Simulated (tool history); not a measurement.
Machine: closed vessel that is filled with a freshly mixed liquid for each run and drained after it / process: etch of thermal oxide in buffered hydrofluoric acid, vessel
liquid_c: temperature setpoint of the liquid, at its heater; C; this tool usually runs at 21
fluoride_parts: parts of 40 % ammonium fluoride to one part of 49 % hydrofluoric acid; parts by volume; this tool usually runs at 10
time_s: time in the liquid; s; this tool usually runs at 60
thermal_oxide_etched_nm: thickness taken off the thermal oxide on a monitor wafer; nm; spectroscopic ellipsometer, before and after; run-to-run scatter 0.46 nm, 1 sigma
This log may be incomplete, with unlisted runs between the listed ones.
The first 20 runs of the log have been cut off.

| run | hour | liquid_c | fluoride_parts | time_s | wafers since the last listed run | hours since the thermometer was replaced | hours since the hydrofluoric acid flow meter was replaced | hours since the gauge calibration | read-back film thickness of the thermal oxide reference wafer, read on the same gauge (nm) | thermal_oxide_etched_nm |
|---|---|---|---|---|---|---|---|---|---|---|
| 21 | 1392.2 | 21 | 10 | 60 | 2116 | 35.1 | 625.3 | 44.6 | 130.03 | 54.81 |
| 22 | 1420.5 | 26 | 10 | 60 | 2139 | 63.4 | 653.6 | 72.9 | 129.96 | 71.26 |
| 23 | 1457.3 | 25 | 13.5 | 30 | 2781 | 100.2 | 690.4 | 109.7 | 130.01 | 24.72 |
| 24 | 1505.7 | 21 | 10 | 50 | 3658 | 148.6 | 738.8 | 158.1 | 130 | 44.75 |
| 25 | 1561.4 | 22.5 | 7.5 | 85 | 4209 | 204.3 | 794.5 | 213.8 | 130.03 | 108.39 |
| 26 | 1594.3 | 25.5 | 6 | 30 | 2486 | 237.2 | 827.4 | 246.7 | 130 | 55.04 |
| 27 | 1628.8 | 21 | 10 | 60 | 2607 | 271.7 | 861.9 | 281.2 | 130.02 | 54.97 |
| 28 | 1673.5 | 21 | 10 | 60 | 3378 | 316.4 | 906.6 | 325.9 | 130.01 | 54.2 |
| 29 | 1720.9 | 21 | 10 | 75 | 3582 | 363.8 | 954 | 373.3 | 130 | 68.23 |
| 30 | 1782.8 | 18.5 | 10 | 60 | 4678 | 425.7 | 1015.9 | 435.2 | 130 | 47.64 |
| 31 | 1852.1 | 21 | 10 | 60 | 5237 | 495 | 1085.2 | 504.5 | 130 | 54.72 |
| 32 | 1893 | 19.5 | 10 | 75 | 3091 | 535.9 | 1126.1 | 545.4 | 130 | 62.85 |
| 33 | 1929.2 | 25 | 6.5 | 50 | 2736 | 572.1 | 1162.3 | 581.6 | 130.01 | 82.79 |
|  | 1991.5 | hydrofluoric acid flow meter replaced |
| 34 | 1996.9 | 21 | 7.5 | 60 | 5041 | 639.8 | 5.4 | 649.3 | 130 | 70.82 |

Consider 3 possible next runs. They are alternatives, not a sequence: every one starts from the tool as it was left by run 34. What does each give?
| A | 1997.6 | 21 | 10 | 60 | 52 | 640.5 | 6.1 | 650 | ? | ? |
| B | 1997.6 | 17 | 10 | 60 | 52 | 640.5 | 6.1 | 650 | ? | ? |
| C | 1997.6 | 21 | 7.5 | 30 | 52 | 640.5 | 6.1 | 650 | ? | ? |

| run | read-back film thickness of the thermal oxide reference wafer, read on the same gauge (nm) | thermal_oxide_etched_nm |
|---|---|---|
| A | 130 | 54.09 |
| B | 130 | 43.17 |
| C | 130 | 35.22 |
Take away the tool's hidden state, keep each run's random variation, and the runs would have read:
| run | thermal_oxide_etched_nm |
|---|---|
| A | 54.09 |
| B | 43.17 |
| C | 35.22 |
